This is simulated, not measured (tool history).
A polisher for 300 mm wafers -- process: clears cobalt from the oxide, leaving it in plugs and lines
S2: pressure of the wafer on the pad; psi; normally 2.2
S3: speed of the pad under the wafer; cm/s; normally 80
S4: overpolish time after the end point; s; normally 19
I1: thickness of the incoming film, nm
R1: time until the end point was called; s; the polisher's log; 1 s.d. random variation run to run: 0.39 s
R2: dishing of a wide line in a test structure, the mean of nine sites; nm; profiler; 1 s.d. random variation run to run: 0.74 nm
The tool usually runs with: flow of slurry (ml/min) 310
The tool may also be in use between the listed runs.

run 1 hour=0.0 | flow_of_slurry_(ml/min)=310 S2=2.2 S3=80 S4=19 | I1=157.9 | R1=44.5 R2=34.1
run 2 hour=46.8 | flow_of_slurry_(ml/min)=395 S2=2.2 S3=80 S4=24 | I1=158.4 | R1=41.5 R2=38.1
run 3 hour=88.7 | flow_of_slurry_(ml/min)=395 S2=2.2 S3=80 S4=24 | I1=158.3 | R1=41.6 R2=38.4
run 4 hour=150.5 | flow_of_slurry_(ml/min)=310 S2=2.2 S3=80 S4=19 | I1=161.1 | R1=44.5 R2=34.7
run 5 hour=182.9 | flow_of_slurry_(ml/min)=310 S2=2.2 S3=80 S4=19 | I1=158.0 | R1=43.0 R2=33.6
run 6 hour=239.0 | flow_of_slurry_(ml/min)=310 S2=2.2 S3=80 S4=19 | I1=159.4 | R1=44.2 R2=33.9
run 7 hour=292.0 | flow_of_slurry_(ml/min)=310 S2=2.2 S3=80 S4=19 | I1=160.4 | R1=44.2 R2=35.1
run 8 hour=361.9 | flow_of_slurry_(ml/min)=310 S2=2.2 S3=80 S4=19 | I1=157.4 | R1=44.3 R2=33.6
run 9 hour=425.7 | flow_of_slurry_(ml/min)=310 S2=2.2 S3=80 S4=19 | I1=162.8 | R1=42.9 R2=33.9
run 10 hour=465.3 | flow_of_slurry_(ml/min)=310 S2=1.7 S3=80 S4=19 | I1=160.1 | R1=54.9 R2=29.5
run 11 hour=532.5 | flow_of_slurry_(ml/min)=310 S2=1.7 S3=80 S4=19 | I1=157.9 | R1=56.3 R2=30.1
run 12 hour=604.5 | flow_of_slurry_(ml/min)=310 S2=1.7 S3=80 S4=19 | I1=158.5 | R1=56.3 R2=29.3
run 13 hour=644.0 | flow_of_slurry_(ml/min)=310 S2=2.2 S3=80 S4=19 | I1=162.6 | R1=45.2 R2=34.3
run 14 hour=670.6 | flow_of_slurry_(ml/min)=310 S2=2.2 S3=80 S4=19 | I1=162.5 | R1=45.2 R2=33.8
run 15 hour=742.1 | flow_of_slurry_(ml/min)=310 S2=2.2 S3=80 S4=19 | I1=158.4 | R1=44.1 R2=32.5
run 16 hour=783.3 | flow_of_slurry_(ml/min)=310 S2=2.2 S3=80 S4=19 | I1=161.8 | R1=45.3 R2=32.6
run 17 hour=816.6 | flow_of_slurry_(ml/min)=310 S2=2.2 S3=80 S4=19 | I1=158.6 | R1=44.4 R2=33.8
run 18 hour=856.4 | flow_of_slurry_(ml/min)=370 S2=2.2 S3=66 S4=19 | I1=162.6 | R1=50.8 R2=31.6
run 19 hour=882.4 | flow_of_slurry_(ml/min)=250 S2=1.7 S3=60 S4=9 | I1=159.7 | R1=75.4 R2=14.1
run 20 hour=948.0 | flow_of_slurry_(ml/min)=220 S2=2.2 S3=98 S4=19 | I1=160.3 | R1=36.8 R2=36.3
run 21 hour=981.5 | flow_of_slurry_(ml/min)=310 S2=2.2 S3=106 S4=19 | I1=159.9 | R1=33.4 R2=38.0
run 22 hour=1049.9 | flow_of_slurry_(ml/min)=310 S2=2.2 S3=104 S4=19 | I1=161.8 | R1=34.7 R2=36.6
run 23 hour=1096.5 | flow_of_slurry_(ml/min)=310 S2=2.2 S3=96 S4=26 | I1=158.6 | R1=36.8 R2=40.6
run 24 hour=1146.4 | flow_of_slurry_(ml/min)=310 S2=2.2 S3=80 S4=19 | I1=158.1 | R1=44.0 R2=33.3
run 25 hour=1210.8 | flow_of_slurry_(ml/min)=415 S2=2.7 S3=80 S4=9 | I1=158.3 | R1=34.3 R2=24.9
run 26 hour=1269.7 | flow_of_slurry_(ml/min)=310 S2=2.2 S3=88 S4=19 | I1=160.4 | R1=40.6 R2=34.0
run 27 hour=1334.3 | flow_of_slurry_(ml/min)=265 S2=1.4 S3=80 S4=25 | I1=160.8 | R1=67.8 R2=31.3
run 28 hour=1393.6 | flow_of_slurry_(ml/min)=310 S2=2.2 S3=80 S4=19 | I1=159.9 | R1=43.7 R2=33.9
run 29 hour=1440.7 | flow_of_slurry_(ml/min)=310 S2=2.9 S3=104 S4=25 | I1=159.8 | R1=25.0 R2=44.9
run 30 hour=1505.6 | flow_of_slurry_(ml/min)=255 S2=2.2 S3=80 S4=14 | I1=163.5 | R1=46.1 R2=28.0
run 31 hour=1530.4 | flow_of_slurry_(ml/min)=310 S2=2.2 S3=70 S4=10 | I1=160.9 | R1=50.0 R2=20.7
run 32 hour=1556.6 | flow_of_slurry_(ml/min)=375 S2=2.2 S3=96 S4=19 | I1=158.2 | R1=35.7 R2=37.0
run 33 hour=1616.6 | flow_of_slurry_(ml/min)=310 S2=2.2 S3=80 S4=19 | I1=158.0 | R1=43.2 R2=33.9

Not shown: 12 entries that the log had between the listed runs. Between which runs, and how does the tool's hidden state differ before and after?
In the gap between runs 1 and 2: slurry nozzle cleaned (hour 25.4); worn pad replaced by a new one (hour 39.2)
  slurry flow missing at the pad, %: 45.5 -> 9.86
  measured value less the no-hidden-state value, R1: +3.1 -> +0.3 s; R2: -1.2 -> -0.1 nm
In the gap between runs 3 and 4: head pressure recalibrated (hour 122.1)
  slurry flow missing at the pad, %: 19.3 -> 28.9
  measured value less the no-hidden-state value, R1: +0.6 -> +1.5 s; R2: -0.2 -> -0.6 nm
In the gap between runs 7 and 8: worn pad replaced by a new one (hour 360.6)
  slurry flow missing at the pad, %: 39.8 -> 42.3
  measured value less the no-hidden-state value, R1: +2.4 -> +2.7 s; R2: -1.1 -> -1.0 nm
In the gap between runs 8 and 9: slurry nozzle cleaned (hour 416.0)
  slurry flow missing at the pad, %: 42.3 -> 6.11
  measured value less the no-hidden-state value, R1: +2.7 -> +0.2 s; R2: -1.0 -> -0.1 nm
In the gap between runs 12 and 13: worn pad replaced by a new one (hour 643.5)
  slurry flow missing at the pad, %: 34.6 -> 37.3
  measured value less the no-hidden-state value, R1: +2.6 -> +2.3 s; R2: -0.8 -> -0.9 nm
In the gap between runs 17 and 18: slurry nozzle cleaned (hour 849.8)
  slurry flow missing at the pad, %: 43 -> 4.92
  measured value less the no-hidden-state value, R1: +2.8 -> +0.2 s; R2: -1.1 -> +0.0 nm
In the gap between runs 19 and 20: worn pad replaced by a new one (hour 926.1)
  slurry flow missing at the pad, %: 11.8 -> 24.4
  measured value less the no-hidden-state value, R1: +1.1 -> +1.4 s; R2: -0.1 -> -0.6 nm
In the gap between runs 24 and 25: worn pad replaced by a new one (hour 1210.2)
  slurry flow missing at the pad, %: 40.2 -> 42
  measured value less the no-hidden-state value, R1: +2.5 -> +1.6 s; R2: -1.0 -> -0.8 nm
In the gap between runs 25 and 26: head pressure recalibrated (hour 1267.1)
  slurry flow missing at the pad, %: 42 -> 43.1
  measured value less the no-hidden-state value, R1: +1.6 -> +2.6 s; R2: -0.8 -> -1.1 nm
In the gap between runs 26 and 27: slurry nozzle cleaned (hour 1293.1)
  slurry flow missing at the pad, %: 43.1 -> 13.2
  measured value less the no-hidden-state value, R1: +2.6 -> +1.1 s; R2: -1.1 -> -0.3 nm
In the gap between runs 30 and 31: worn pad replaced by a new one (hour 1513.8)
  slurry flow missing at the pad, %: 35.4 -> 36.9
  measured value less the no-hidden-state value, R1: +2.6 -> +2.4 s; R2: -1.0 -> -0.8 nm
